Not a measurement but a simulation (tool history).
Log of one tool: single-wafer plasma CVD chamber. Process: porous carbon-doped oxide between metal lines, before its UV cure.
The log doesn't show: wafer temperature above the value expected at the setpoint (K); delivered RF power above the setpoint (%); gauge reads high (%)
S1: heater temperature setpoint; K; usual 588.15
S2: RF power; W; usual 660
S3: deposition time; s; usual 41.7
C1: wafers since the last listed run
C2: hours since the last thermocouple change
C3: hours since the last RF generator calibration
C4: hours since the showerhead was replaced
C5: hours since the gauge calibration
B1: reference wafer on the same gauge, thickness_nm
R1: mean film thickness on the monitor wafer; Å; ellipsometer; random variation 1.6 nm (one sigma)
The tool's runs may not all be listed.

{"run": 1, "day": 0.0, "S1": 588.15, "S2": 660, "S3": 41.7, "C1": 0, "C2": 1796.8, "C3": 1077.6, "C4": 7270.3, "C5": 687, "B1": 250.573, "R1": 2816.74}
{"run": 2, "day": 1.1, "S1": 588.15, "S2": 660, "S3": 41.7, "C1": 662, "C2": 1823.2, "C3": 1104, "C4": 7296.7, "C5": 713.4, "B1": 250.958, "R1": 2847.43}
{"day": 1.788, "done": "gauge calibrated"}
{"run": 3, "day": 3.788, "S1": 588.15, "S2": 660, "S3": 41.7, "C1": 1618, "C2": 1887.7, "C3": 1168.5, "C4": 7361.2, "C5": 48, "B1": 242.95, "R1": 2758.25}
{"run": 4, "day": 7.512, "S1": 588.15, "S2": 565, "S3": 41.7, "C1": 2243, "C2": 1977.1, "C3": 1257.9, "C4": 7450.6, "C5": 137.4, "B1": 243.884, "R1": 2514.09}
{"run": 5, "day": 9.658, "S1": 588.15, "S2": 565, "S3": 41.7, "C1": 1292, "C2": 2028.6, "C3": 1309.4, "C4": 7502.1, "C5": 188.9, "B1": 244.502, "R1": 2512.02}
{"run": 6, "day": 12.583, "S1": 588.15, "S2": 660, "S3": 39.4, "C1": 1762, "C2": 2098.8, "C3": 1379.6, "C4": 7572.3, "C5": 259.1, "B1": 244.647, "R1": 2616.71}
{"run": 7, "day": 14.504, "S1": 588.15, "S2": 660, "S3": 39.4, "C1": 1157, "C2": 2144.9, "C3": 1425.7, "C4": 7618.4, "C5": 305.2, "B1": 246.028, "R1": 2626.05}
{"day": 23.15, "done": "showerhead replaced"}
{"run": 8, "day": 23.171, "S1": 588.15, "S2": 660, "S3": 41.7, "C1": 5019, "C2": 2352.9, "C3": 1633.7, "C4": 0.5, "C5": 513.2, "B1": 247.762, "R1": 2768.18}
{"run": 9, "day": 25.158, "S1": 588.15, "S2": 660, "S3": 41.7, "C1": 1197, "C2": 2400.6, "C3": 1681.4, "C4": 48.2, "C5": 560.9, "B1": 247.882, "R1": 2807.77}
{"run": 10, "day": 27.042, "S1": 588.15, "S2": 600, "S3": 41.7, "C1": 1134, "C2": 2445.8, "C3": 1726.6, "C4": 93.4, "C5": 606.1, "B1": 248.636, "R1": 2662.73}
{"day": 27.529, "done": "gauge calibrated"}
{"day": 27.567, "done": "thermocouple changed; heater temperature recalibrated"}
{"run": 11, "day": 29.633, "S1": 588.15, "S2": 750, "S3": 41.7, "C1": 1360, "C2": 49.6, "C3": 1788.8, "C4": 155.6, "C5": 50.5, "B1": 247.305, "R1": 2993.59}
{"run": 12, "day": 32.029, "S1": 583.15, "S2": 715, "S3": 36.4, "C1": 1443, "C2": 107.1, "C3": 1846.3, "C4": 213.1, "C5": 108, "B1": 247.449, "R1": 2654.24}
{"day": 34.196, "done": "RF generator calibrated"}
{"run": 13, "day": 39.592, "S1": 588.15, "S2": 660, "S3": 45.1, "C1": 4354, "C2": 288.6, "C3": 129.5, "C4": 394.6, "C5": 289.5, "B1": 249.673, "R1": 3053.43}
{"run": 14, "day": 40.792, "S1": 588.15, "S2": 660, "S3": 41.7, "C1": 722, "C2": 317.4, "C3": 158.3, "C4": 423.4, "C5": 318.3, "B1": 249.11, "R1": 2825.35}
{"run": 15, "day": 41.958, "S1": 583.15, "S2": 750, "S3": 48.8, "C1": 702, "C2": 345.4, "C3": 186.3, "C4": 451.4, "C5": 346.3, "B1": 249.619, "R1": 3636.39}
{"run": 16, "day": 44.946, "S1": 588.15, "S2": 565, "S3": 35.8, "C1": 1799, "C2": 417.1, "C3": 258, "C4": 523.1, "C5": 418, "B1": 250.101, "R1": 2218.35}
{"run": 17, "day": 46.808, "S1": 577.15, "S2": 660, "S3": 34.5, "C1": 1121, "C2": 461.8, "C3": 302.7, "C4": 567.8, "C5": 462.7, "B1": 251.345, "R1": 2494.34}
{"run": 18, "day": 47.938, "S1": 588.15, "S2": 660, "S3": 41.7, "C1": 680, "C2": 488.9, "C3": 329.8, "C4": 594.9, "C5": 489.8, "B1": 250.835, "R1": 2859.48}

3 ways to go on from here, each from the tool as it stands after run 18. What would each give?
{"run": "A", "day": 47.954, "S1": 575.15, "S2": 660, "S3": 41.7, "C1": 10, "C2": 489.3, "C3": 330.2, "C4": 595.3, "C5": 490.2, "B1": "?", "R1": "?"}
{"run": "B", "day": 47.954, "S1": 578.15, "S2": 660, "S3": 46.8, "C1": 10, "C2": 489.3, "C3": 330.2, "C4": 595.3, "C5": 490.2, "B1": "?", "R1": "?"}
{"run": "C", "day": 47.954, "S1": 588.15, "S2": 660, "S3": 34.2, "C1": 10, "C2": 489.3, "C3": 330.2, "C4": 595.3, "C5": 490.2, "B1": "?", "R1": "?"}

run=A B1=250.726 R1=3016.81
run=B B1=250.726 R1=3327.89
run=C B1=250.726 R1=2338.36
Without the tool's hidden state the same runs would have given:
run=A R1=2928.99
run=B R1=3231.02
run=C R1=2270.3

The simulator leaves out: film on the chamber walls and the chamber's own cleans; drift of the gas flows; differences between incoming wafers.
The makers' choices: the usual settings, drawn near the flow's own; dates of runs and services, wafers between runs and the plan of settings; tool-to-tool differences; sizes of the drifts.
